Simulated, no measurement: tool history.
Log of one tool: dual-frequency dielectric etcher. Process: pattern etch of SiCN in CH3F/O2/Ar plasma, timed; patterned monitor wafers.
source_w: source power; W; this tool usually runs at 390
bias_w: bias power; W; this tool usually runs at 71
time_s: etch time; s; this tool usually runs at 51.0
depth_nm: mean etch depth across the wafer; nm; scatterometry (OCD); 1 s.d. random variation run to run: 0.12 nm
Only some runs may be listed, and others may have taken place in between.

| run | hour | source_w | bias_w | time_s | wafers since the last listed run | hours since the last wet clean | hours since the last source power generator calibration | hours since the last bias power generator calibration | hours since the last upper electrode change | hours since the gauge calibration | read-back reference wafer on the same gauge, depth_nm | depth_nm |
|---|---|---|---|---|---|---|---|---|---|---|---|---|
| 1 | 0.0 | 370 | 71 | 61.5 | 0 | 477.3 | 2863.1 | 3953.5 | 3959.0 | 953.1 | 14.98 | 23.07 |
|  | 26.1 | wet clean of the chamber |
| 2 | 30.0 | 430 | 71 | 51.0 | 48 | 3.9 | 2893.1 | 3983.5 | 3989.0 | 983.1 | 15.01 | 18.67 |
| 3 | 52.2 | 430 | 71 | 51.0 | 179 | 26.1 | 2915.3 | 4005.7 | 4011.2 | 1005.3 | 14.97 | 18.77 |
|  | 66.7 | source power generator calibrated |
| 4 | 70.5 | 430 | 71 | 51.0 | 115 | 44.4 | 3.8 | 4024.0 | 4029.5 | 1023.6 | 14.94 | 19.01 |
| 5 | 89.0 | 360 | 71 | 51.0 | 149 | 62.9 | 22.3 | 4042.5 | 4048.0 | 1042.1 | 15.06 | 17.92 |
|  | 132.1 | gauge calibrated |
|  | 159.3 | upper electrode replaced, of another model than before |
| 6 | 159.8 | 360 | 71 | 51.0 | 377 | 133.7 | 93.1 | 4113.3 | 0.5 | 27.7 | 15.02 | 18.53 |
| 7 | 169.3 | 360 | 71 | 51.0 | 76 | 143.2 | 102.6 | 4122.8 | 10.0 | 37.2 | 15.01 | 18.20 |
| 8 | 187.5 | 320 | 71 | 51.0 | 146 | 161.4 | 120.8 | 4141.0 | 28.2 | 55.4 | 14.99 | 17.94 |
| 9 | 213.8 | 390 | 78 | 36.0 | 212 | 187.7 | 147.1 | 4167.3 | 54.5 | 81.7 | 15.02 | 13.77 |
| 10 | 238.3 | 480 | 81 | 56.5 | 197 | 212.2 | 171.6 | 4191.8 | 79.0 | 106.2 | 15.03 | 23.03 |
| 11 | 263.9 | 470 | 85 | 45.5 | 206 | 237.8 | 197.2 | 4217.4 | 104.6 | 131.8 | 15.01 | 19.23 |
| 12 | 279.7 | 430 | 71 | 51.0 | 127 | 253.6 | 213.0 | 4233.2 | 120.4 | 147.6 | 14.99 | 19.06 |
| 13 | 311.5 | 440 | 82 | 61.0 | 256 | 285.4 | 244.8 | 4265.0 | 152.2 | 179.4 | 14.99 | 24.68 |
|  | 319.6 | bias power generator calibrated |
| 14 | 336.2 | 490 | 60 | 43.0 | 167 | 310.1 | 269.5 | 16.6 | 176.9 | 204.1 | 14.98 | 15.19 |
| 15 | 365.1 | 470 | 71 | 51.0 | 233 | 339.0 | 298.4 | 45.5 | 205.8 | 233.0 | 15.04 | 19.66 |
| 16 | 383.7 | 390 | 71 | 39.0 | 150 | 357.6 | 317.0 | 64.1 | 224.4 | 251.6 | 14.99 | 14.54 |
| 17 | 401.8 | 360 | 65 | 51.0 | 146 | 375.7 | 335.1 | 82.2 | 242.5 | 269.7 | 14.97 | 18.07 |
|  | 436.5 | wet clean of the chamber |
| 18 | 437.0 | 330 | 71 | 51.0 | 90 | 0.5 | 370.3 | 117.4 | 277.7 | 304.9 | 14.97 | 18.21 |
| 19 | 440.2 | 480 | 71 | 56.0 | 25 | 3.7 | 373.5 | 120.6 | 280.9 | 308.1 | 15.01 | 20.96 |
| 20 | 463.9 | 390 | 71 | 45.5 | 191 | 27.4 | 397.2 | 144.3 | 304.6 | 331.8 | 15.00 | 16.68 |
| 21 | 494.2 | 420 | 71 | 51.0 | 244 | 57.7 | 427.5 | 174.6 | 334.9 | 362.1 | 14.97 | 18.89 |
| 22 | 507.2 | 360 | 65 | 51.0 | 104 | 70.7 | 440.5 | 187.6 | 347.9 | 375.1 | 14.97 | 17.43 |
| 23 | 529.9 | 430 | 66 | 36.0 | 183 | 93.4 | 463.2 | 210.3 | 370.6 | 397.8 | 15.01 | 12.91 |
| 24 | 543.2 | 470 | 71 | 51.0 | 107 | 106.7 | 476.5 | 223.6 | 383.9 | 411.1 | 15.00 | 19.32 |
| 25 | 574.5 | 450 | 71 | 61.5 | 252 | 138.0 | 507.8 | 254.9 | 415.2 | 442.4 | 14.97 | 23.10 |
| 26 | 588.7 | 350 | 58 | 39.5 | 114 | 152.2 | 522.0 | 269.1 | 429.4 | 456.6 | 14.97 | 12.71 |
| 27 | 621.6 | 390 | 71 | 51.0 | 265 | 185.1 | 554.9 | 302.0 | 462.3 | 489.5 | 14.99 | 18.93 |
| 28 | 640.3 | 430 | 62 | 51.0 | 150 | 203.8 | 573.6 | 320.7 | 481.0 | 508.2 | 14.98 | 18.15 |
| 29 | 673.7 | 390 | 71 | 51.0 | 269 | 237.2 | 607.0 | 354.1 | 514.4 | 541.6 | 14.97 | 18.92 |
| 30 | 706.3 | 300 | 71 | 46.5 | 263 | 269.8 | 639.6 | 386.7 | 547.0 | 574.2 | 15.05 | 16.67 |

How the hidden state differs across the entries between the runs, from the last listed run before each to the first after it:
After run 1, before run 2: wet clean of the chamber (hour 26.1)
  etch rate over this chamber's usual, %: 5.93 -> -0.399
  the result without the hidden state subtracted from the measured one, depth_nm: +1.29 -> -0.08 nm
After run 3, before run 4: source power generator calibrated (hour 66.7)
  etch rate over this chamber's usual, %: -0.144 -> 0.0667
  the result without the hidden state subtracted from the measured one, depth_nm: -0.03 -> +0.01 nm
After run 5, before run 6: gauge calibrated (hour 132.1); upper electrode replaced, of another model than before (hour 159.3)
  etch rate over this chamber's usual, %: 0.28 -> 1.09
  the result without the hidden state subtracted from the measured one, depth_nm: +0.05 -> +0.20 nm
After run 13, before run 14: bias power generator calibrated (hour 319.6)
  etch rate over this chamber's usual, %: 2.84 -> 3.12
  the result without the hidden state subtracted from the measured one, depth_nm: +0.68 -> +0.46 nm
After run 17, before run 18: wet clean of the chamber (hour 436.5)
  etch rate over this chamber's usual, %: 3.88 -> 0.801
  the result without the hidden state subtracted from the measured one, depth_nm: +0.67 -> +0.15 nm
